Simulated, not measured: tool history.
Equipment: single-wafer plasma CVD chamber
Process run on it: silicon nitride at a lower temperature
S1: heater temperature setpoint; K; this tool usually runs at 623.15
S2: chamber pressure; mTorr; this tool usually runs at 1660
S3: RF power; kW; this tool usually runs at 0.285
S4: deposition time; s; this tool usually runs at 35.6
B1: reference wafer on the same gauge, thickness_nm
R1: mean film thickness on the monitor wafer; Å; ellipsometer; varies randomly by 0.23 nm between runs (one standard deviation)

| run | day | S1 | S2 | S3 | S4 | B1 | R1 |
|---|---|---|---|---|---|---|---|
| 1 | 0 | 623.15 | 1500 | 0.285 | 35.6 | 36.896 | 370.11 |
| 2 | 1.092 | 623.15 | 1500 | 0.285 | 35.6 | 36.878 | 379.87 |
| 3 | 3.196 | 623.15 | 1500 | 0.285 | 35.6 | 36.92 | 373.99 |
| 4 | 4.879 | 623.15 | 1660 | 0.285 | 35.6 | 36.913 | 382.98 |
| 5 | 6.55 | 623.15 | 1530 | 0.285 | 35.6 | 36.888 | 373.48 |
| 6 | 8.438 | 623.15 | 1660 | 0.285 | 35.6 | 36.872 | 380.76 |
| 7 | 10.104 | 623.15 | 1660 | 0.285 | 35.6 | 36.896 | 383.7 |
| 8 | 11.288 | 623.15 | 1660 | 0.285 | 35.6 | 36.858 | 382.25 |
|  | 18.858 | thermocouple changed; heater temperature recalibrated |
| 9 | 19.658 | 623.15 | 1660 | 0.3 | 35.6 | 36.93 | 401.8 |
| 10 | 21.429 | 623.15 | 1660 | 0.285 | 30.2 | 36.906 | 322.37 |
|  | 22.029 | showerhead replaced, of another model than before |
| 11 | 23.142 | 623.15 | 1660 | 0.285 | 30.2 | 36.918 | 328.71 |
| 12 | 25.979 | 623.15 | 1660 | 0.255 | 29.5 | 36.885 | 295.29 |
| 13 | 27.054 | 623.15 | 1270 | 0.3 | 35.6 | 36.895 | 384.59 |
| 14 | 29.512 | 623.15 | 1880 | 0.285 | 35.6 | 36.883 | 396.75 |
|  | 30.638 | capacitance manometer re-zeroed and calibrated |
|  | 30.65 | RF generator calibrated |
| 15 | 30.988 | 623.15 | 1660 | 0.285 | 35.6 | 36.917 | 399.97 |
| 16 | 32.15 | 617.15 | 1920 | 0.285 | 33 | 36.895 | 379.73 |
| 17 | 33.829 | 630.15 | 1660 | 0.27 | 35.6 | 36.896 | 384.8 |
|  | 36.325 | gauge calibrated |
| 18 | 36.483 | 623.15 | 1660 | 0.285 | 35.6 | 36.904 | 402.56 |
| 19 | 38.646 | 623.15 | 1880 | 0.285 | 35.6 | 36.9 | 404.64 |
| 20 | 41.217 | 637.15 | 1460 | 0.315 | 40.1 | 36.873 | 463.98 |
| 21 | 45.825 | 632.15 | 1400 | 0.3 | 35.6 | 36.901 | 397.35 |
| 22 | 47.496 | 623.15 | 1660 | 0.285 | 35.6 | 36.867 | 399.28 |

4 options for the next run, each taken on its own from the tool as it stands now. Forecast them:
| A | 47.512 | 623.15 | 2050 | 0.285 | 35.6 | ? | ? |
| B | 47.512 | 613.15 | 1660 | 0.26 | 35.6 | ? | ? |
| C | 47.512 | 623.15 | 1320 | 0.315 | 37.9 | ? | ? |
| D | 47.512 | 609.15 | 1420 | 0.265 | 33.2 | ? | ? |

| run | B1 | R1 |
|---|---|---|
| A | 36.932 | 409.68 |
| B | 36.932 | 371.38 |
| C | 36.932 | 431.53 |
| D | 36.932 | 342.19 |
With no hidden state in the tool, these same runs would have given:
| run | R1 |
|---|---|
| A | 414.91 |
| B | 376.29 |
| C | 436.89 |
| D | 346.72 |
